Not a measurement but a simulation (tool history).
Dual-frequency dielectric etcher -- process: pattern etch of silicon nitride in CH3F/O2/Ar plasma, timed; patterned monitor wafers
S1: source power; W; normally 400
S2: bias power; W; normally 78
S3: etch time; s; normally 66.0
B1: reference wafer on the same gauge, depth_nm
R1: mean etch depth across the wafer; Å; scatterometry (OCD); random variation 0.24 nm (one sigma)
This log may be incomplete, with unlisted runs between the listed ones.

run 1 hour=0.0 | S1=400 S2=90 S3=66.0 | B1=51.72 | R1=555.7
run 2 hour=31.2 | S1=400 S2=78 S3=66.0 | B1=51.71 | R1=517.8
run 3 hour=64.4 | S1=400 S2=78 S3=66.0 | B1=51.63 | R1=524.1
run 4 hour=88.2 | S1=400 S2=78 S3=66.0 | B1=51.71 | R1=528.5
run 5 hour=121.8 | S1=360 S2=78 S3=54.0 | B1=51.71 | R1=378.0
run 6 hour=152.3 | S1=310 S2=88 S3=84.0 | B1=51.71 | R1=564.0
run 7 hour=186.6 | S1=460 S2=63 S3=77.0 | B1=51.80 | R1=572.8
run 8 hour=217.6 | S1=430 S2=84 S3=66.0 | B1=51.70 | R1=538.7
run 9 hour=248.0 | S1=400 S2=78 S3=66.0 | B1=51.82 | R1=502.0
run 10 hour=279.4 | S1=470 S2=94 S3=48.0 | B1=51.70 | R1=431.9
run 11 hour=300.5 | S1=450 S2=78 S3=73.5 | B1=51.73 | R1=596.9
run 12 hour=334.2 | S1=360 S2=72 S3=73.5 | B1=51.71 | R1=506.5
run 13 hour=357.2 | S1=400 S2=78 S3=73.5 | B1=51.69 | R1=559.0
run 14 hour=376.4 | S1=400 S2=78 S3=66.0 | B1=51.75 | R1=504.4
run 15 hour=392.0 | S1=400 S2=63 S3=66.0 | B1=51.69 | R1=456.0
run 16 hour=455.3 | S1=400 S2=78 S3=66.0 | B1=51.67 | R1=494.6
run 17 hour=455.7 | S1=320 S2=96 S3=66.0 | B1=51.72 | R1=470.1
run 18 hour=456.4 | S1=450 S2=86 S3=81.5 | B1=51.75 | R1=681.5
run 19 hour=477.9 | S1=400 S2=78 S3=81.5 | B1=51.71 | R1=607.4
run 20 hour=503.6 | S1=400 S2=78 S3=66.0 | B1=51.75 | R1=494.4
run 21 hour=523.8 | S1=400 S2=78 S3=66.0 | B1=51.71 | R1=498.6
run 22 hour=550.9 | S1=480 S2=85 S3=72.0 | B1=51.64 | R1=629.6
run 23 hour=567.3 | S1=400 S2=90 S3=56.0 | B1=51.66 | R1=452.2
run 24 hour=600.0 | S1=400 S2=78 S3=66.0 | B1=51.80 | R1=499.1
run 25 hour=631.5 | S1=320 S2=96 S3=66.0 | B1=51.77 | R1=477.1
run 26 hour=649.4 | S1=400 S2=63 S3=76.0 | B1=51.69 | R1=524.8
run 27 hour=672.8 | S1=350 S2=95 S3=74.0 | B1=51.68 | R1=563.1
run 28 hour=698.1 | S1=400 S2=78 S3=66.0 | B1=51.74 | R1=501.8
run 29 hour=711.1 | S1=430 S2=72 S3=66.0 | B1=51.71 | R1=502.9

Missing from the log above: 5 entries noted between runs. For each, name the pair of listed runs it sits between and say how the tool's hidden condition differs from the listed run just before to the listed run just after:
Logged between run 1 and run 2: bias power generator calibrated (hour 19.7)
  etch rate over this chamber's usual, %: 6.07 -> 6.31
  measured less the result without the state, R1: +31.8 -> +30.7 Å
Logged between run 4 and run 5: wet clean of the chamber, repeated, since the last time left the tool worse (hour 113.8)
  etch rate over this chamber's usual, %: 6.74 -> 0.274
  measured less the result without the state, R1: +33.4 -> +1.1 Å
Logged between run 12 and run 13: gauge calibrated (hour 351.4)
  etch rate over this chamber's usual, %: 1.88 -> 2.05
  measured less the result without the state, R1: +9.3 -> +11.2 Å
Logged between run 15 and run 16: upper electrode replaced (hour 435.6); wet clean of the chamber (hour 454.8)
  etch rate over this chamber's usual, %: 2.31 -> 0.182
  measured less the result without the state, R1: +10.3 -> +0.9 Å
